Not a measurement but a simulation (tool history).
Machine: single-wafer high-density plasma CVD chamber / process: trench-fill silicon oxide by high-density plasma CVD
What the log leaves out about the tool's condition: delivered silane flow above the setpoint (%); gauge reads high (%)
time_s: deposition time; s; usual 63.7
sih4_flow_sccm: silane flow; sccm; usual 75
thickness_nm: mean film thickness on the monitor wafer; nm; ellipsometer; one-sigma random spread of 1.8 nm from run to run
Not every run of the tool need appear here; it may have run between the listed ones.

run,day,time_s,sih4_flow_sccm,wafers since the last listed run,hours since the silane flow controller was replaced,hours since the gauge calibration,"read-back reference wafer on the same gauge, thickness_nm",thickness_nm
1,0,54.5,67,0,2473.1,535.2,549.353,341.297
2,3.7,54.5,67,1626,2561.9,624,549.207,338.845
3,5.962,63.7,75,994,2616.2,678.3,548.807,446.941
4,9.354,63.7,75,1491,2697.6,759.7,548.576,447.803
5,13.283,63.7,75,1727,2791.9,854,549.298,447.661
6,15.588,63.7,75,1013,2847.2,909.3,548.952,446.23
7,19.367,58.4,75,1661,2937.9,1000,548.885,405.195
# day 20.846: gauge calibrated
8,22.133,63.7,75,1216,3004.3,30.9,548.827,448.646
9,24.896,63.7,75,1214,3070.6,97.2,549.179,443.442
10,27.038,63.7,75,941,3122,148.6,549.225,447.015
11,29.617,63.7,75,1134,3183.9,210.5,549.114,445.554
12,31.454,56.9,75,807,3228,254.6,548.758,394.164
13,34.254,63.7,65,1231,3295.2,321.8,549.087,385.727
14,36.9,63.7,82,1163,3358.7,385.3,548.486,485.224
15,39.392,63.7,75,1095,3418.5,445.1,549.144,447.647
16,41.533,75.4,75,941,3469.9,496.5,549.115,526.846
17,43.846,75.5,88,1016,3525.4,552,549.125,616.345
# day 44.346: silane flow controller replaced
18,45.933,57,89,771,38.1,602.1,549.514,495.09
19,51.567,51.8,63,2476,173.3,737.3,548.397,317.623
20,54.738,76.2,63,1394,249.4,813.4,549.224,467.274

Estimate the outcome of run 21 from the log above:
21,59.171,63.7,86,1949,355.8,919.8,?,?

Run 21 gave read-back reference wafer on the same gauge, thickness_nm 549.218, thickness_nm 524.842 nm.
Without the tool's hidden state the same run would have given thickness_nm 534.783 nm.
